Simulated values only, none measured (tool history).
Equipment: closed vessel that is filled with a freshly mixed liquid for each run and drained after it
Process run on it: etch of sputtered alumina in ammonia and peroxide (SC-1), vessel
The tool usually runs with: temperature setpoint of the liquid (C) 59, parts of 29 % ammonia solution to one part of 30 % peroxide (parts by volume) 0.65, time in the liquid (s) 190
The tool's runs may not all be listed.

run    hour  temperature setpoint of the liquid (C)  parts of 29 % ammonia solution to one part of 30 % peroxide (parts by volume)  time in the liquid (s)  wafers since the last listed run  hours since the thermometer was replaced  hours since the ammonia flow meter was replaced  hours since the drum of ammonia solution was connected  hours since the gauge calibration  read-back film thickness of the sputtered alumina reference wafer, read on the same gauge (nm)  thickness taken off the sputtered alumina on a monitor wafer (nm)
  1       0                                      59                                                                           0.65                     190                                 0                                       905                                            540.9                                                   913.7                              258.5                                                                                             110                                                              28.84
  2    46.3                                      59                                                                           0.65                     190                              4611                                     951.3                                            587.2                                                     960                              304.8                                                                                          110.03                                                              28.69
  3    70.7                                      59                                                                           0.65                     190                              2430                                     975.7                                            611.6                                                   984.4                              329.2                                                                                             110                                                              28.78
  4   121.9                                      59                                                                           0.65                     190                              5099                                    1026.9                                            662.8                                                  1035.6                              380.4                                                                                          110.02                                                              28.46
  5   167.5                                      59                                                                           0.65                     190                              4541                                    1072.5                                            708.4                                                  1081.2                                426                                                                                          109.96                                                              28.73
      221.2  -- new drum of ammonia solution connected
  6   229.7                                      59                                                                           0.65                     190                              6095                                    1134.7                                            770.6                                                     8.5                              488.2                                                                                          109.98                                                              28.87
  7   298.7                                      59                                                                           0.65                     190                              6872                                    1203.7                                            839.6                                                    77.5                              557.2                                                                                          110.01                                                              29.02
  8   324.1                                      59                                                                           0.85                     190                              2529                                    1229.1                                              865                                                   102.9                              582.6                                                                                          110.01                                                              30.03
  9   380.2                                      59                                                                           0.85                     190                              5587                                    1285.2                                            921.1                                                     159                              638.7                                                                                          110.01                                                               30.2
 10   434.8                                      59                                                                           0.85                     190                              5438                                    1339.8                                            975.7                                                   213.6                              693.3                                                                                          110.03                                                               29.5
 11   461.3                                      59                                                                           0.65                     190                              2639                                    1366.3                                           1002.2                                                   240.1                              719.8                                                                                             110                                                              29.35
 12   522.4                                    53.5                                                                           0.75                     130                              6085                                    1427.4                                           1063.3                                                   301.2                              780.9                                                                                          109.99                                                              14.98
 13   569.8                                      59                                                                           0.65                     190                              4721                                    1474.8                                           1110.7                                                   348.6                              828.3                                                                                          110.03                                                              29.47
 14   644.4                                      59                                                                           0.65                     190                              7430                                    1549.4                                           1185.3                                                   423.2                              902.9                                                                                          109.98                                                              29.54
 15   675.5                                      59                                                                           0.65                     155                              3097                                    1580.5                                           1216.4                                                   454.3                                934                                                                                          110.02                                                              24.27
 16     726                                      59                                                                           0.75                     250                              5030                                      1631                                           1266.9                                                   504.8                              984.5                                                                                          109.97                                                              38.92
      744.5  -- gauge calibrated
 17   786.1                                      59                                                                           0.65                     140                              5986                                    1691.1                                             1327                                                   564.9                               41.6                                                                                          110.02                                                              22.24
 18   833.7                                      62                                                                           0.65                     190                              4741                                    1738.7                                           1374.6                                                   612.5                               89.2                                                                                             110                                                               34.9
      858.7  -- thermometer replaced
 19   881.1                                    49.5                                                                           0.85                     125                              4621                                      22.4                                             1422                                                   659.9                              136.6                                                                                          110.03                                                              11.12
 20   913.6                                      49                                                                           0.95                      90                              3237                                      54.9                                           1454.5                                                   692.4                              169.1                                                                                          109.98                                                               7.76
 21   979.1                                    62.5                                                                            0.5                     105                              6524                                     120.4                                             1520                                                   757.9                              234.6                                                                                             110                                                              17.73
     1044.1  -- ammonia flow meter replaced
 22    1049                                      59                                                                           0.65                     190                              6862                                     190.3                                              4.9                                                   827.8                              304.5                                                                                          110.04                                                              27.07
 23  1146.6                                    56.5                                                                           0.65                     140                              9721                                     287.9                                            102.5                                                   925.4                              402.1                                                                                          109.98                                                               17.5
     1149.8  -- new drum of ammonia solution connected
 24  1202.6                                      59                                                                           0.65                     190                              5478                                     343.9                                            158.5                                                    52.8                              458.1                                                                                          109.97                                                              27.26
 25  1229.2                                      59                                                                           0.65                     190                              2649                                     370.5                                            185.1                                                    79.4                              484.7                                                                                          110.02                                                              27.13
 26  1277.7                                      59                                                                            0.4                      80                              4830                                       419                                            233.6                                                   127.9                              533.2                                                                                             110                                                              11.05
 27  1330.8                                      59                                                                           0.65                     125                              5288                                     472.1                                            286.7                                                     181                              586.3                                                                                          110.05                                                               18.1
 28  1394.3                                    64.5                                                                           0.65                     190                              6324                                     535.6                                            350.2                                                   244.5                              649.8                                                                                          109.97                                                              37.34

Alternative continuations, all from the tool just after run 28; predict every row:
  A  1395                                      64                                                                           0.65                     190                                69                                     536.3                                            350.9                                                   245.2                              650.5                                                                                               ?                                                                  ?
  B  1395                                      59                                                                           0.65                     280                                69                                     536.3                                            350.9                                                   245.2                              650.5                                                                                               ?                                                                  ?
  C  1395                                      51                                                                           0.85                      75                                69                                     536.3                                            350.9                                                   245.2                              650.5                                                                                               ?                                                                  ?
  D  1395                                    54.5                                                                           0.95                     130                                69                                     536.3                                            350.9                                                   245.2                              650.5                                                                                               ?                                                                  ?

run  read-back film thickness of the sputtered alumina reference wafer, read on the same gauge (nm)  thickness taken off the sputtered alumina on a monitor wafer (nm)
  A                                                                                             110                                                              35.77
  B                                                                                             110                                                              40.93
  C                                                                                             110                                                               7.37
  D                                                                                             110                                                              15.57
With the hidden condition removed and each run's random variation left untouched, the same runs would have given:
run  thickness taken off the sputtered alumina on a monitor wafer (nm)
  A                                                              34.66
  B                                                              39.62
  C                                                               7.12
  D                                                              15.06
